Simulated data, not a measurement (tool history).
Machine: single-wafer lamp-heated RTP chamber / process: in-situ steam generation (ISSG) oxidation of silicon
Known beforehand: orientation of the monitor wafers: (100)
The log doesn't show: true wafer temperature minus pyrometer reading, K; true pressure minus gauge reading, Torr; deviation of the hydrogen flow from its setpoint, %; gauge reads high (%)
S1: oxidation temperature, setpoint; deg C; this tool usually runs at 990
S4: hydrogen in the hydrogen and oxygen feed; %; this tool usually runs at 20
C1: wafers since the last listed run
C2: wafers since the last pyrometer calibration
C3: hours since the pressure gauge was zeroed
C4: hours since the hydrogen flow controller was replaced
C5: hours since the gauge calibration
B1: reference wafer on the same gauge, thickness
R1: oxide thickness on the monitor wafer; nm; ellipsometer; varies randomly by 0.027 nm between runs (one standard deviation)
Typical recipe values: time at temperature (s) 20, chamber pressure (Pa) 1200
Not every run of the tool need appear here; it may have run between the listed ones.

Run 1, hour 0: usual settings; C1 0; C2 2043; C3 1515.3; C4 7495.8; C5 920.2; B1 4.006. Result: R1 4.768 nm.
Run 2, hour 13.5: usual settings; C1 145; C2 2188; C3 1528.8; C4 7509.3; C5 933.7; B1 3.999. Result: R1 4.741 nm.
Run 3, hour 48.8: usual settings; C1 379; C2 2568; C3 1564.1; C4 7544.6; C5 969; B1 4.015. Result: R1 4.765 nm.
Run 4, hour 82.4: usual settings; C1 361; C2 2930; C3 1597.7; C4 7578.2; C5 1002.6; B1 4.012. Result: R1 4.771 nm.
Run 5, hour 117.9: usual settings; C1 382; C2 3312; C3 1633.2; C4 7613.7; C5 1038.1; B1 4.007. Result: R1 4.807 nm.
Run 6, hour 132.1: usual settings but time at temperature (s) 16, chamber pressure (Pa) 1080; C1 152; C2 3465; C3 1647.4; C4 7627.9; C5 1052.3; B1 3.997. Result: R1 4.35 nm.
At hour 152.8: pyrometer window cleaned and pyrometer calibrated.
At hour 153.5: hydrogen flow controller replaced.
Run 7, hour 154: usual settings but S1 979 deg C, time at temperature (s) 15; C1 142; C2 5; C3 1669.3; C4 0.5; C5 1074.2; B1 4.005. Result: R1 4.084 nm.
Run 8, hour 166.5: usual settings but S1 979 deg C, time at temperature (s) 15; C1 134; C2 139; C3 1681.8; C4 13; C5 1086.7; B1 4.017. Result: R1 4.042 nm.
Run 9, hour 201.4: usual settings; C1 375; C2 515; C3 1716.7; C4 47.9; C5 1121.6; B1 4.014. Result: R1 4.77 nm.
Run 10, hour 225.3: usual settings; C1 257; C2 772; C3 1740.6; C4 71.8; C5 1145.5; B1 4.005. Result: R1 4.832 nm.
Run 11, hour 259.9: usual settings; C1 372; C2 1145; C3 1775.2; C4 106.4; C5 1180.1; B1 4.004. Result: R1 4.77 nm.
At hour 283: gauge calibrated.
Run 12, hour 295.5: usual settings but S1 984 deg C, time at temperature (s) 27, chamber pressure (Pa) 1027; C1 383; C2 1528; C3 1810.8; C4 142; C5 12.5; B1 4.006. Result: R1 5.429 nm.
Run 13, hour 318.7: usual settings but S1 999 deg C, time at temperature (s) 14, chamber pressure (Pa) 1280; C1 249; C2 1778; C3 1834; C4 165.2; C5 35.7; B1 4.015. Result: R1 4.221 nm.
Run 14, hour 346: usual settings but S1 1009 deg C, time at temperature (s) 15, chamber pressure (Pa) 1000, S4 23 %; C1 293; C2 2071; C3 1861.3; C4 192.5; C5 63; B1 4.007. Result: R1 4.656 nm.
Run 15, hour 363.7: usual settings but S1 997 deg C; C1 190; C2 2262; C3 1879; C4 210.2; C5 80.7; B1 4.012. Result: R1 4.892 nm.
Run 16, hour 382.2: usual settings but S1 973 deg C, time at temperature (s) 15, chamber pressure (Pa) 1293, S4 25 %; C1 199; C2 2461; C3 1897.5; C4 228.7; C5 99.2; B1 4. Result: R1 4.175 nm.
Run 17, hour 403.8: usual settings but S4 12 %; C1 232; C2 2694; C3 1919.1; C4 250.3; C5 120.8; B1 4.004. Result: R1 4.311 nm.
Run 18, hour 434.6: usual settings but time at temperature (s) 13, chamber pressure (Pa) 1027, S4 27 %; C1 331; C2 3025; C3 1949.9; C4 281.1; C5 151.6; B1 4.01. Result: R1 4.293 nm.
Run 19, hour 460.4: usual settings but S1 1009 deg C, time at temperature (s) 26, chamber pressure (Pa) 1347, S4 16 %; C1 277; C2 3303; C3 1975.7; C4 306.9; C5 177.4; B1 4.012. Result: R1 5.5 nm.
Run 20, hour 481.1: usual settings but time at temperature (s) 13, S4 27 %; C1 222; C2 3526; C3 1996.4; C4 327.6; C5 198.1; B1 4.005. Result: R1 4.251 nm.
Run 21, hour 497.3: usual settings; C1 174; C2 3700; C3 2012.6; C4 343.8; C5 214.3; B1 4.015. Result: R1 4.826 nm.
At hour 511.8: pyrometer window cleaned and pyrometer calibrated.
Run 22, hour 519.7: usual settings but time at temperature (s) 25, chamber pressure (Pa) 1347; C1 154; C2 84; C3 2035; C4 366.2; C5 236.7; B1 4.009. Result: R1 5.187 nm.
Run 23, hour 548.8: usual settings; C1 313; C2 397; C3 2064.1; C4 395.3; C5 265.8; B1 4.013. Result: R1 4.767 nm.
Run 24, hour 563.3: usual settings but S1 972 deg C, chamber pressure (Pa) 1360, S4 14 %; C1 156; C2 553; C3 2078.6; C4 409.8; C5 280.3; B1 4. Result: R1 4.109 nm.
At hour 592.2: pressure gauge zeroed.
Run 25, hour 593.9: usual settings; C1 243; C2 797; C3 1.7; C4 440.4; C5 310.9; B1 4.011. Result: R1 4.747 nm.
Run 26, hour 629.3: usual settings but chamber pressure (Pa) 1053; C1 381; C2 1178; C3 37.1; C4 475.8; C5 346.3; B1 4.002. Result: R1 4.769 nm.
Run 27, hour 648.2: usual settings but S1 1007 deg C, chamber pressure (Pa) 1107, S4 24 %; C1 203; C2 1381; C3 56; C4 494.7; C5 365.2; B1 4.005. Result: R1 5.434 nm.
Run 28, hour 681.8: usual settings; C1 361; C2 1743; C3 89.6; C4 528.3; C5 398.8; B1 4.012. Result: R1 4.718 nm.
Run 29, hour 716.2: usual settings but chamber pressure (Pa) 1360; C1 370; C2 2113; C3 124; C4 562.7; C5 433.2; B1 4.009. Result: R1 4.679 nm.
Run 30, hour 776.5: usual settings but S1 1006 deg C, chamber pressure (Pa) 1027, S4 11 %; C1 649; C2 2762; C3 184.3; C4 623; C5 493.5; B1 4.009. Result: R1 4.444 nm.
Run 31, hour 800.7: usual settings but S4 12 %; C1 260; C2 3023; C3 208.5; C4 647.2; C5 517.7; B1 4.008. Result: R1 4.302 nm.
At hour 872.5: pyrometer window cleaned and pyrometer calibrated.
Run 32, hour 873: usual settings but chamber pressure (Pa) 1147; C1 692; C2 5; C3 280.8; C4 719.5; C5 590; B1 4.011. Result: R1 4.787 nm.

What differs in the tool's unlogged condition from the final listed run ahead of each entry between runs to the first listed run following it?
Between runs 6 and 7: pyrometer window cleaned and pyrometer calibrated (hour 152.8); hydrogen flow controller replaced (hour 153.5)
  the hidden state is the same at both runs
Between runs 11 and 12: gauge calibrated (hour 283)
  the hidden state is the same at both runs
Between runs 21 and 22: pyrometer window cleaned and pyrometer calibrated (hour 511.8)
  the hidden state is the same at both runs
Between runs 24 and 25: pressure gauge zeroed (hour 592.2)
  the hidden state is the same at both runs
Between runs 31 and 32: pyrometer window cleaned and pyrometer calibrated (hour 872.5)
  the hidden state is the same at both runs
